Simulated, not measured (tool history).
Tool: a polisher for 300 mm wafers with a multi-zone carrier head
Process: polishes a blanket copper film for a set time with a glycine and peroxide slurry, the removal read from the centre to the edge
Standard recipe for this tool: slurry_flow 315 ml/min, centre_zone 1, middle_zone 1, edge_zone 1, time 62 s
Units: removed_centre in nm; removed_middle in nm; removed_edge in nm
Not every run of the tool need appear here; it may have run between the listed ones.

run	hour	slurry_flow	centre_zone	middle_zone	edge_zone	time	incoming thickness of the incoming film, nm	removed_centre	removed_middle	removed_edge
1	0	315	1	1	1	62	1427.9	309.7	285.3	294.3
2	72.9	315	1	1	1	62	1421.1	302.7	294.2	294.5
3	178.4	315	1	1	1	62	1474.9	295.7	287.9	286.4
4	269.8	315	1	1	1	62	1478.6	294	293.1	289.2
# hour 274.3: worn pad replaced by a new one
# hour 295.4: edge zone pressure recalibrated
# hour 338.5: centre zone pressure recalibrated
5	410.7	315	1	1	1	62	1459.7	298.6	288.1	291.2
6	507.6	315	1	1	1	62	1466.1	292.9	290	291.7
# hour 555.5: slurry nozzle cleaned
7	597.3	315	0.94	0.96	1	62	1423.7	283.9	282.5	292.7
# hour 600.6: edge zone pressure recalibrated
# hour 665.5: worn pad replaced by a new one
8	697	315	0.94	0.96	1	62	1434.3	282.2	279.8	292.5
9	735.7	315	1	1	1	62	1463.9	307.1	294	288.5
10	801.7	315	1.08	1	1	70	1477.7	366.4	333.1	330
11	876.3	315	1.08	1	1	70	1462.2	356.3	329.1	331.8
# hour 910.9: edge zone pressure recalibrated
12	930.2	315	1	1	0.88	62	1465	305.7	288.3	273.4
# hour 985.9: carrier head's membrane replaced by a new one
13	1034.3	315	1	1	1	70	1443.1	346.3	326	337.2
# hour 1055.2: worn pad replaced by a new one
14	1080.9	205	1	1	1	50	1428.2	234.1	226	230.4
15	1160.7	315	1	1	1	62	1458.6	302.2	290.4	292.8
# hour 1242.7: centre zone pressure recalibrated
# hour 1245.9: edge zone pressure recalibrated
16	1257.6	350	1	1	0.89	72	1455.9	355.2	343.5	320.9
# hour 1271.2: slurry nozzle cleaned
17	1319	400	1.11	1	0.92	48	1451.3	262.7	228.2	218
# hour 1355.7: worn pad replaced by a new one
18	1403.6	315	1	1	1	62	1461.5	295.7	290.4	294.3
19	1504.9	315	1	1.07	1.09	62	1454.1	303.3	310.6	304.6
20	1583.7	350	1	1	0.89	72	1439.6	355.2	337.8	321.8
# hour 1642.4: edge zone pressure recalibrated
21	1679.3	315	1	1	1	62	1427.7	301.6	292	291.5
# hour 1738.6: worn pad replaced by a new one
22	1739.1	315	1	1	0.91	62	1445.1	307	289.1	276.3

List, for all runs, the conditions of the tool that the log does not record:
removal rate lost through wear of the pad, %: 0, the same for each run
slurry flow missing at the pad, %: 0, the same for each run
deviation of the centre zone's pressure from its setpoint, %: 0, the same for each run
deviation of the edge zone's pressure from its setpoint, %: 0, the same for each run
